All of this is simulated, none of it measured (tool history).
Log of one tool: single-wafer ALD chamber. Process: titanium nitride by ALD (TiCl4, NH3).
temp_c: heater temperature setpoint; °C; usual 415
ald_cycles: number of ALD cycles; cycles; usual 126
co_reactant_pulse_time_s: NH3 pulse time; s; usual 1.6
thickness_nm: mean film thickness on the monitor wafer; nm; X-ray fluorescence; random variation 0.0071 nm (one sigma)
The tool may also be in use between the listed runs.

run	hour	temp_c	ald_cycles	co_reactant_pulse_time_s	wafers since the last listed run	hours since the last thermocouple change	hours since the showerhead was replaced	hours since the gauge calibration	read-back reference wafer on the same gauge, thickness_nm	thickness_nm
1	0	415	126	1.6	0	1129	5138.1	317.4	2.82	2.835
2	34.3	415	126	1.6	92	1163.3	5172.4	351.7	2.824	2.845
3	102.7	415	126	1.6	184	1231.7	5240.8	420.1	2.822	2.847
4	168.3	415	126	1.6	177	1297.3	5306.4	485.7	2.818	2.84
5	193.8	415	126	1.6	68	1322.8	5331.9	511.2	2.817	2.839
6	255.2	415	126	1.6	166	1384.2	5393.3	572.6	2.82	2.839
7	312.6	415	126	1.6	155	1441.6	5450.7	630	2.82	2.839
# hour 371: gauge calibrated
8	379	415	126	1.6	179	1508	5517.1	8	2.821	2.838
9	425.6	415	126	1.6	126	1554.6	5563.7	54.6	2.821	2.831
10	471.5	415	126	1.85	124	1600.5	5609.6	100.5	2.823	2.857
11	539.6	415	126	1.6	184	1668.6	5677.7	168.6	2.819	2.833
12	603.1	415	126	1.6	171	1732.1	5741.2	232.1	2.817	2.85
13	657.8	415	126	1.6	147	1786.8	5795.9	286.8	2.817	2.834
# hour 668.3: showerhead replaced
14	724	415	126	1.6	157	1853	55.7	353	2.82	2.833
15	755.2	415	126	1.6	84	1884.2	86.9	384.2	2.821	2.842
16	782	415	126	1.94	72	1911	113.7	411	2.82	2.869
17	840.2	415	143	1.3	157	1969.2	171.9	469.2	2.82	3.184
18	897.1	415	126	1.6	153	2026.1	228.8	526.1	2.819	2.846
19	929.4	402	110	1.98	87	2058.4	261.1	558.4	2.818	2.491
20	979.7	415	126	1.6	136	2108.7	311.4	608.7	2.821	2.834
# hour 1045.9: thermocouple changed; heater temperature recalibrated
21	1050.1	403	144	1.6	168	4.2	381.8	679.1	2.819	3.218
# hour 1121.1: gauge calibrated
22	1187.9	425	132	2.18	372	142	519.6	66.8	2.82	3.02
23	1226.4	415	148	1.6	104	180.5	558.1	105.3	2.819	3.337
24	1276	419	141	1.21	134	230.1	607.7	154.9	2.823	3.139
25	1308	415	126	1.43	86	262.1	639.7	186.9	2.82	2.828
26	1367.6	415	126	1.6	161	321.7	699.3	246.5	2.818	2.831
27	1414.1	415	126	1.6	125	368.2	745.8	293	2.822	2.838

Forecast each of these 3 alternatives for the next run:
A	1414.8	410	126	1.6	1	368.9	746.5	293.7	?	?
B	1414.8	425	126	1.24	1	368.9	746.5	293.7	?	?
C	1414.8	407	118	1.82	1	368.9	746.5	293.7	?	?

run	read-back reference wafer on the same gauge, thickness_nm	thickness_nm
A	2.816	2.833
B	2.816	2.82
C	2.816	2.666
Without the tool's hidden state the same runs would have given:
run	thickness_nm
A	2.833
B	2.82
C	2.666
